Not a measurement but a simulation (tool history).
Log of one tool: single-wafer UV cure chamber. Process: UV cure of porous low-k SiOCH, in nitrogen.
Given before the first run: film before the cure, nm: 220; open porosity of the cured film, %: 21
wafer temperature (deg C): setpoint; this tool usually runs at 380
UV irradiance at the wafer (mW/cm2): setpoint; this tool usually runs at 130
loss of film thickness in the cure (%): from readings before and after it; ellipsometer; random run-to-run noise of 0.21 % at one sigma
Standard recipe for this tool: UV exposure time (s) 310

| run | hour | wafer temperature (deg C) | UV exposure time (s) | UV irradiance at the wafer (mW/cm2) | wafers since the last listed run | hours since the UV bulbs were replaced | wafers since the quartz window was cleaned | loss of film thickness in the cure (%) |
|---|---|---|---|---|---|---|---|---|
| 1 | 0.0 | 380 | 310 | 130 | 0 | 1958.2 | 2468 | 11.353 |
| 2 | 55.8 | 380 | 310 | 130 | 480 | 2014.0 | 2949 | 11.266 |
| 3 | 93.3 | 380 | 310 | 130 | 323 | 2051.5 | 3272 | 11.295 |
|  | 107.2 | quartz window cleaned |
| 4 | 158.2 | 368 | 310 | 130 | 490 | 2116.4 | 439 | 10.768 |
| 5 | 252.9 | 368 | 310 | 130 | 816 | 2211.1 | 1256 | 10.574 |
| 6 | 337.4 | 380 | 225 | 130 | 728 | 2295.6 | 1984 | 9.443 |
| 7 | 411.1 | 380 | 225 | 130 | 635 | 2369.3 | 2619 | 9.284 |
|  | 510.9 | quartz window cleaned |
|  | 587.2 | UV bulbs replaced |
| 8 | 689.4 | 380 | 310 | 130 | 2260 | 102.2 | 1469 | 12.916 |
| 9 | 786.6 | 380 | 310 | 130 | 837 | 199.4 | 2306 | 12.968 |
| 10 | 825.9 | 380 | 310 | 130 | 338 | 238.7 | 2645 | 12.668 |
|  | 921.2 | quartz window cleaned |
| 11 | 921.7 | 380 | 310 | 130 | 756 | 334.5 | 4 | 12.624 |
| 12 | 986.5 | 380 | 310 | 130 | 558 | 399.3 | 563 | 12.855 |
| 13 | 1049.3 | 387 | 220 | 116 | 541 | 462.1 | 1104 | 10.862 |
| 14 | 1117.3 | 380 | 310 | 130 | 586 | 530.1 | 1690 | 12.464 |
| 15 | 1160.7 | 389 | 490 | 115 | 374 | 573.5 | 2064 | 14.242 |
| 16 | 1261.9 | 380 | 485 | 130 | 872 | 674.7 | 2936 | 14.252 |
|  | 1295.8 | quartz window cleaned |
| 17 | 1345.6 | 380 | 310 | 130 | 652 | 758.4 | 429 | 12.690 |
| 18 | 1411.3 | 374 | 420 | 91 | 566 | 824.1 | 995 | 12.028 |
| 19 | 1492.8 | 391 | 405 | 150 | 702 | 905.6 | 1698 | 14.175 |
| 20 | 1567.1 | 380 | 310 | 111 | 640 | 979.9 | 2338 | 11.759 |
| 21 | 1648.7 | 388 | 310 | 130 | 703 | 1061.5 | 3041 | 12.072 |
|  | 1695.7 | quartz window cleaned |
| 22 | 1705.0 | 374 | 420 | 91 | 416 | 1117.8 | 79 | 11.847 |
| 23 | 1759.3 | 391 | 405 | 150 | 467 | 1172.1 | 547 | 14.107 |
| 24 | 1798.8 | 380 | 310 | 156 | 340 | 1211.6 | 888 | 12.826 |

Alternative continuations, all from the tool just after run 24; predict every row:
| A | 1799.2 | 380 | 310 | 130 | 3 | 1212.0 | 891 | ? |
| B | 1799.2 | 396 | 310 | 130 | 3 | 1212.0 | 891 | ? |
| C | 1799.2 | 388 | 170 | 101 | 3 | 1212.0 | 891 | ? |

| run | loss of film thickness in the cure (%) |
|---|---|
| A | 12.228 |
| B | 12.497 |
| C | 8.902 |
Stripped of hidden state, with their random variation kept, the same runs would have yielded:
| run | loss of film thickness in the cure (%) |
|---|---|
| A | 12.909 |
| B | 13.180 |
| C | 9.530 |
